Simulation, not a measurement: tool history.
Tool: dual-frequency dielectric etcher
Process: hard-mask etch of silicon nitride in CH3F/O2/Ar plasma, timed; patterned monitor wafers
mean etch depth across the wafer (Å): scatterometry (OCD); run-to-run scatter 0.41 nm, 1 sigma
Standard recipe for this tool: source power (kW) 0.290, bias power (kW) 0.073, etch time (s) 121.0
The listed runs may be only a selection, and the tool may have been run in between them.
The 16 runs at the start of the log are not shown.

| run | day | source power (kW) | bias power (kW) | etch time (s) | wafers since the last listed run | hours since the last wet clean | hours since the last source power generator calibration | hours since the last bias power generator calibration | hours since the last upper electrode change | hours since the gauge calibration | read-back reference wafer on the same gauge, depth_nm | mean etch depth across the wafer (Å) |
|---|---|---|---|---|---|---|---|---|---|---|---|---|
| 17 | 51.533 | 0.240 | 0.073 | 146.5 | 924 | 183.3 | 574.0 | 536.3 | 455.0 | 492.5 | 58.9 | 806 |
| 18 | 56.033 | 0.260 | 0.066 | 121.0 | 1261 | 291.3 | 682.0 | 644.3 | 563.0 | 600.5 | 59.0 | 641 |
| 19 | 59.025 | 0.320 | 0.090 | 154.0 | 838 | 363.1 | 753.8 | 716.1 | 634.8 | 672.3 | 58.9 | 1014 |
| 20 | 60.758 | 0.290 | 0.073 | 121.0 | 485 | 404.7 | 795.4 | 757.7 | 676.4 | 713.9 | 58.9 | 700 |
| 21 | 62.496 | 0.230 | 0.082 | 121.0 | 486 | 446.4 | 837.1 | 799.4 | 718.1 | 755.6 | 58.9 | 678 |
| 22 | 64.629 | 0.340 | 0.088 | 141.5 | 597 | 497.6 | 888.3 | 850.6 | 769.3 | 806.8 | 58.8 | 924 |
|  | 66.021 | wet clean of the chamber |
| 23 | 67.833 | 0.320 | 0.067 | 142.5 | 617 | 43.5 | 965.2 | 927.5 | 846.2 | 883.7 | 59.0 | 835 |
| 24 | 71.850 | 0.290 | 0.073 | 121.0 | 1125 | 139.9 | 1061.6 | 1023.9 | 942.6 | 980.1 | 58.9 | 712 |
| 25 | 75.217 | 0.290 | 0.061 | 121.0 | 943 | 220.7 | 1142.4 | 1104.7 | 1023.4 | 1060.9 | 58.8 | 647 |
| 26 | 79.500 | 0.330 | 0.089 | 105.5 | 1200 | 323.5 | 1245.2 | 1207.5 | 1126.2 | 1163.7 | 58.9 | 690 |
| 27 | 83.592 | 0.360 | 0.073 | 137.5 | 1146 | 421.7 | 1343.4 | 1305.7 | 1224.4 | 1261.9 | 58.9 | 852 |
| 28 | 85.138 | 0.290 | 0.073 | 121.0 | 433 | 458.8 | 1380.5 | 1342.8 | 1261.5 | 1299.0 | 59.0 | 690 |
|  | 86.425 | wet clean of the chamber |
| 29 | 88.462 | 0.290 | 0.085 | 121.0 | 651 | 48.9 | 1460.3 | 1422.6 | 1341.3 | 1378.8 | 58.9 | 756 |
| 30 | 91.046 | 0.310 | 0.073 | 138.0 | 723 | 110.9 | 1522.3 | 1484.6 | 1403.3 | 1440.8 | 58.9 | 831 |

Alternative continuations, all from the tool just after run 30; predict every row:
| A | 91.067 | 0.290 | 0.073 | 121.0 | 5 | 111.4 | 1522.8 | 1485.1 | 1403.8 | 1441.3 | ? | ? |
| B | 91.067 | 0.320 | 0.073 | 134.5 | 5 | 111.4 | 1522.8 | 1485.1 | 1403.8 | 1441.3 | ? | ? |
| C | 91.067 | 0.220 | 0.073 | 134.0 | 5 | 111.4 | 1522.8 | 1485.1 | 1403.8 | 1441.3 | ? | ? |

| run | read-back reference wafer on the same gauge, depth_nm | mean etch depth across the wafer (Å) |
|---|---|---|
| A | 58.9 | 705 |
| B | 58.9 | 810 |
| C | 58.9 | 713 |
The same runs, with their run-to-run variation unchanged, on a tool lacking any hidden condition would have given:
| run | mean etch depth across the wafer (Å) |
|---|---|
| A | 709 |
| B | 814 |
| C | 717 |
